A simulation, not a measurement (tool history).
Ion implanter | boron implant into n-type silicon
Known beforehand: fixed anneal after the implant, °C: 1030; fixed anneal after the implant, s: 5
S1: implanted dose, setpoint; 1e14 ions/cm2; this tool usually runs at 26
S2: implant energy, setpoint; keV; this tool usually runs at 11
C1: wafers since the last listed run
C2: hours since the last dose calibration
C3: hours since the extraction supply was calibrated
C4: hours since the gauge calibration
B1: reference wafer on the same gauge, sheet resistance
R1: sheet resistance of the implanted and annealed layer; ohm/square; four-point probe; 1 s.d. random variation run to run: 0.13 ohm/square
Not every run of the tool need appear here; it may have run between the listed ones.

run,hour,S1,S2,C1,C2,C3,C4,B1,R1
1,0,22.12,9,0,818.9,1588.5,102.2,68.69,98.99
2,12.4,22.12,9,236,831.3,1600.9,114.6,68.64,98.88
3,25,22.12,9,240,843.9,1613.5,127.2,68.6,98.64
4,33.4,26,11,160,852.3,1621.9,135.6,68.54,85.22
5,40.3,26,11,131,859.2,1628.8,142.5,68.51,85.01
6,52.9,24.08,14,240,871.8,1641.4,155.1,68.42,75.6
# hour 58: gauge calibrated
7,59,24.08,14,116,877.9,1647.5,1,68.92,76.17
8,70.5,26,11,219,889.4,1659,12.5,68.93,85.54
9,87.8,26,11,329,906.7,1676.3,29.8,68.91,85.42
10,96.2,26,11,160,915.1,1684.7,38.2,68.91,85.56
11,107.1,32.02,12.5,207,926,1695.6,49.1,68.9,76.48
12,124.9,32.02,12.5,339,943.8,1713.4,66.9,68.84,76.64
13,137.2,32.02,12.5,234,956.1,1725.7,79.2,68.81,76.44
14,149.8,33.32,11,240,968.7,1738.3,91.8,68.79,82.37
15,162.9,23.07,9,249,981.8,1751.4,104.9,68.72,97.97
16,171.5,26,10,164,990.4,1760,113.5,68.68,90.67
17,183.4,26,11,226,1002.3,1771.9,125.4,68.62,85.21
# hour 188.7: gauge calibrated
18,189.9,26,12,123,1008.8,1778.4,1.2,68.93,81.22

Run 19 has not been measured yet. What should we expect?
# hour 202.3: extraction supply calibrated
19,202.8,30.7,14.5,93,1021.7,0.5,14.1,?,?

Run 19 came out at B1 68.93, R1 70.63 ohm/square.
The same run, on a tool lacking any hidden state, would have yielded R1 70.6 ohm/square.

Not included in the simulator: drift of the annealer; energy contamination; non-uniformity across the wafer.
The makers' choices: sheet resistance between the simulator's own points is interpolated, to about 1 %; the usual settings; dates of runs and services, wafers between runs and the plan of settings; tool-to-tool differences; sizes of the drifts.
